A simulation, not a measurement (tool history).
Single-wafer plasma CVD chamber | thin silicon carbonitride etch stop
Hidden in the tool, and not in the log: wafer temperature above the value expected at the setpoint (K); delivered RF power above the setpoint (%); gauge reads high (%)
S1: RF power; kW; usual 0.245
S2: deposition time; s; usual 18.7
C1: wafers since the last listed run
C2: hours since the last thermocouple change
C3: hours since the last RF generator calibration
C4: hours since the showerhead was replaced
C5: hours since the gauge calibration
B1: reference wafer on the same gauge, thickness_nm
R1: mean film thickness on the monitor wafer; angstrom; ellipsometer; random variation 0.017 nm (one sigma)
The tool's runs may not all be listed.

run   hour     S1    S2   C1      C2      C3      C4     C5      B1      R1
  1    0.0  0.245  18.7    0  2119.5  1893.9  6216.7    2.2  11.404  110.78
  2   17.2  0.245  18.7  260  2136.7  1911.1  6233.9   19.4  11.398  111.13
  3   27.2  0.245  18.7  151  2146.7  1921.1  6243.9   29.4  11.394  110.89
  4   34.5  0.245  18.7  110  2154.0  1928.4  6251.2   36.7  11.401  110.37
  5   50.8  0.205  20.3  246  2170.3  1944.7  6267.5   53.0  11.404  112.40
  6   65.7  0.205  20.3  225  2185.2  1959.6  6282.4   67.9  11.402  112.47
  7   79.0  0.205  20.3  201  2198.5  1972.9  6295.7   81.2  11.403  112.55
  8   95.6  0.220  18.7  251  2215.1  1989.5  6312.3   97.8  11.403  106.55
  9  106.3  0.220  18.7  161  2225.8  2000.2  6323.0  108.5  11.401  106.27
 10  119.0  0.245  18.7  192  2238.5  2012.9  6335.7  121.2  11.394  110.88
     136.2  -- thermocouple changed; heater temperature recalibrated
 11  136.7  0.245  18.7  146     0.5  2030.6  6353.4  138.9  11.404  110.59
 12  138.7  0.245  18.7   30     2.5  2032.6  6355.4  140.9  11.402  110.80
 13  147.8  0.245  16.6  137    11.6  2041.7  6364.5  150.0  11.400   98.26
     163.3  -- showerhead replaced
 14  163.8  0.245  16.6  121    27.6  2057.7     0.5  166.0  11.405   98.37
 15  166.8  0.245  16.6   45    30.6  2060.7     3.5  169.0  11.398   98.30
 16  184.1  0.245  20.3  261    47.9  2078.0    20.8  186.3  11.397  120.05
 17  192.4  0.245  20.3  125    56.2  2086.3    29.1  194.6  11.408  119.83
 18  201.8  0.200  21.1  142    65.6  2095.7    38.5  204.0  11.397  115.80
 19  215.0  0.225  21.2  199    78.8  2108.9    51.7  217.2  11.408  121.78
 20  231.0  0.265  15.5  242    94.8  2124.9    67.7  233.2  11.406   94.63
     238.8  -- gauge calibrated
 21  239.4  0.220  20.8  127   103.2  2133.3    76.1    0.6  11.396  118.32
     258.5  -- RF generator calibrated
 22  259.0  0.245  18.7  175   122.8     0.5    95.7   20.2  11.403  114.00
 23  271.6  0.245  21.6  190   135.4    13.1   108.3   32.8  11.398  131.75
 24  287.5  0.245  16.3  240   151.3    29.0   124.2   48.7  11.402   99.34
 25  303.6  0.200  21.0  243   167.4    45.1   140.3   64.8  11.392  118.51
 26  310.2  0.220  17.4   99   174.0    51.7   146.9   71.4  11.399  101.79
 27  319.5  0.275  19.8  140   183.3    61.0   156.2   80.7  11.400  125.80
 28  332.8  0.245  15.5  201   196.6    74.3   169.5   94.0  11.405   94.12
 29  350.5  0.245  18.7  267   214.3    92.0   187.2  111.7  11.401  113.57
 30  368.5  0.200  20.0  272   232.3   110.0   205.2  129.7  11.401  112.72

4 ways to go on from here, each from the tool as it stands after run 30. What would each give?
  A  368.9  0.230  18.7   6  232.7  110.4  205.6  130.1   ?   ?
  B  368.9  0.220  22.2   6  232.7  110.4  205.6  130.1   ?   ?
  C  368.9  0.200  16.3   6  232.7  110.4  205.6  130.1   ?   ?
  D  368.9  0.290  21.3   6  232.7  110.4  205.6  130.1   ?   ?

run      B1      R1
  A  11.399  110.86
  B  11.399  129.47
  C  11.399   91.73
  D  11.399  137.20
Without the tool's hidden state the same runs would have given:
run      R1
  A  111.39
  B  130.09
  C   92.16
  D  137.85

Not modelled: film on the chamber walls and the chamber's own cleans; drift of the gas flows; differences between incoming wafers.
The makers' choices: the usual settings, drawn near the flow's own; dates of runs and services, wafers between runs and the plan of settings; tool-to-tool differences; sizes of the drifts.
